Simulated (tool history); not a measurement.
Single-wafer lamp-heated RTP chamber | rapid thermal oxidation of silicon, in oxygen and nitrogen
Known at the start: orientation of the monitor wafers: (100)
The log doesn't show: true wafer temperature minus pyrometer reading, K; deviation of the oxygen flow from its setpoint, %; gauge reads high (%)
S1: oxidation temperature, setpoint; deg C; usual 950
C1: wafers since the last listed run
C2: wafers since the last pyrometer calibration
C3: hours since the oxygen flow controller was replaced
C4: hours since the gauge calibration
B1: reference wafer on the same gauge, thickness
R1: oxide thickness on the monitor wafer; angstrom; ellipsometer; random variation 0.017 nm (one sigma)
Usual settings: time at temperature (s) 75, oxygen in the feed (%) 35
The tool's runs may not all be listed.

run 1 hour=0 | S1=950 time_at_temperature_(s)=75 oxygen_in_the_feed_(%)=35 | C1=0 C2=431 C3=3737.1 C4=122.8 | B1=4.017 | R1=36.31
run 2 hour=30.5 | S1=950 time_at_temperature_(s)=75 oxygen_in_the_feed_(%)=35 | C1=230 C2=662 C3=3767.6 C4=153.3 | B1=4.013 | R1=36.07
run 3 hour=59.7 | S1=950 time_at_temperature_(s)=104 oxygen_in_the_feed_(%)=35 | C1=220 C2=882 C3=3796.8 C4=182.5 | B1=4.019 | R1=40.71
run 4 hour=79.8 | S1=950 time_at_temperature_(s)=99 oxygen_in_the_feed_(%)=19 | C1=152 C2=1035 C3=3816.9 C4=202.6 | B1=4.023 | R1=34.5
run 5 hour=107.2 | S1=950 time_at_temperature_(s)=75 oxygen_in_the_feed_(%)=35 | C1=207 C2=1242 C3=3844.3 C4=230 | B1=4.025 | R1=36.06
run 6 hour=140.3 | S1=950 time_at_temperature_(s)=75 oxygen_in_the_feed_(%)=35 | C1=250 C2=1492 C3=3877.4 C4=263.1 | B1=4.025 | R1=36.04
run 7 hour=166.6 | S1=950 time_at_temperature_(s)=75 oxygen_in_the_feed_(%)=35 | C1=198 C2=1691 C3=3903.7 C4=289.4 | B1=4.021 | R1=36.33
run 8 hour=181.4 | S1=950 time_at_temperature_(s)=75 oxygen_in_the_feed_(%)=35 | C1=111 C2=1803 C3=3918.5 C4=304.2 | B1=4.02 | R1=35.97
run 9 hour=209 | S1=950 time_at_temperature_(s)=75 oxygen_in_the_feed_(%)=35 | C1=208 C2=2012 C3=3946.1 C4=331.8 | B1=4.021 | R1=36.47
run 10 hour=228.1 | S1=950 time_at_temperature_(s)=75 oxygen_in_the_feed_(%)=35 | C1=144 C2=2157 C3=3965.2 C4=350.9 | B1=4.018 | R1=35.92
run 11 hour=246.3 | S1=950 time_at_temperature_(s)=45 oxygen_in_the_feed_(%)=35 | C1=137 C2=2294 C3=3983.4 C4=369.1 | B1=4.022 | R1=31.14
run 12 hour=277.1 | S1=950 time_at_temperature_(s)=75 oxygen_in_the_feed_(%)=35 | C1=233 C2=2527 C3=4014.2 C4=399.9 | B1=4.023 | R1=36.15
run 13 hour=362.7 | S1=950 time_at_temperature_(s)=104 oxygen_in_the_feed_(%)=35 | C1=647 C2=3175 C3=4099.8 C4=485.5 | B1=4.019 | R1=40.27
-- hour=366.4 gauge calibrated
run 14 hour=377.4 | S1=921 time_at_temperature_(s)=94 oxygen_in_the_feed_(%)=35 | C1=111 C2=3286 C3=4114.5 C4=11 | B1=4.026 | R1=33.23
run 15 hour=399.2 | S1=950 time_at_temperature_(s)=75 oxygen_in_the_feed_(%)=35 | C1=164 C2=3451 C3=4136.3 C4=32.8 | B1=4.018 | R1=36.47
-- hour=421.9 pyrometer window cleaned and pyrometer calibrated
run 16 hour=422.4 | S1=950 time_at_temperature_(s)=75 oxygen_in_the_feed_(%)=35 | C1=115 C2=4 C3=4159.5 C4=56 | B1=4.022 | R1=36.19
run 17 hour=433 | S1=950 time_at_temperature_(s)=109 oxygen_in_the_feed_(%)=17 | C1=80 C2=84 C3=4170.1 C4=66.6 | B1=4.016 | R1=34.71
run 18 hour=449.8 | S1=950 time_at_temperature_(s)=88 oxygen_in_the_feed_(%)=17 | C1=127 C2=211 C3=4186.9 C4=83.4 | B1=4.019 | R1=32.71
run 19 hour=461.9 | S1=939 time_at_temperature_(s)=107 oxygen_in_the_feed_(%)=35 | C1=91 C2=302 C3=4199 C4=95.5 | B1=4.017 | R1=38.44
-- hour=473.7 oxygen flow controller replaced
run 20 hour=484.2 | S1=950 time_at_temperature_(s)=75 oxygen_in_the_feed_(%)=25 | C1=108 C2=411 C3=10.5 C4=117.8 | B1=4.018 | R1=33.41
run 21 hour=511.9 | S1=921 time_at_temperature_(s)=94 oxygen_in_the_feed_(%)=35 | C1=209 C2=620 C3=38.2 C4=145.5 | B1=4.014 | R1=33.03
run 22 hour=545.3 | S1=950 time_at_temperature_(s)=75 oxygen_in_the_feed_(%)=35 | C1=252 C2=873 C3=71.6 C4=178.9 | B1=4.016 | R1=36.39
run 23 hour=577.1 | S1=958 time_at_temperature_(s)=75 oxygen_in_the_feed_(%)=35 | C1=240 C2=1114 C3=103.4 C4=210.7 | B1=4.023 | R1=37.99
run 24 hour=611.2 | S1=976 time_at_temperature_(s)=54 oxygen_in_the_feed_(%)=35 | C1=258 C2=1372 C3=137.5 C4=244.8 | B1=4.019 | R1=37.33

5 ways to go on from here, each from the tool as it stands after run 24. What would each give?
run A hour=611.6 | S1=950 time_at_temperature_(s)=75 oxygen_in_the_feed_(%)=35 | C1=3 C2=1375 C3=137.9 C4=245.2 | B1=? | R1=?
run B hour=611.6 | S1=950 time_at_temperature_(s)=110 oxygen_in_the_feed_(%)=35 | C1=3 C2=1375 C3=137.9 C4=245.2 | B1=? | R1=?
run C hour=611.6 | S1=934 time_at_temperature_(s)=75 oxygen_in_the_feed_(%)=23 | C1=3 C2=1375 C3=137.9 C4=245.2 | B1=? | R1=?
run D hour=611.6 | S1=933 time_at_temperature_(s)=87 oxygen_in_the_feed_(%)=58 | C1=3 C2=1375 C3=137.9 C4=245.2 | B1=? | R1=?
run E hour=611.6 | S1=964 time_at_temperature_(s)=102 oxygen_in_the_feed_(%)=35 | C1=3 C2=1375 C3=137.9 C4=245.2 | B1=? | R1=?

run=A B1=4.032 R1=35.95
run=B B1=4.032 R1=41.18
run=C B1=4.032 R1=30.66
run=D B1=4.032 R1=38.89
run=E B1=4.032 R1=43.8
Without the tool's hidden state the same runs would have given:
run=A R1=35.95
run=B R1=41.18
run=C R1=30.66
run=D R1=38.89
run=E R1=43.8
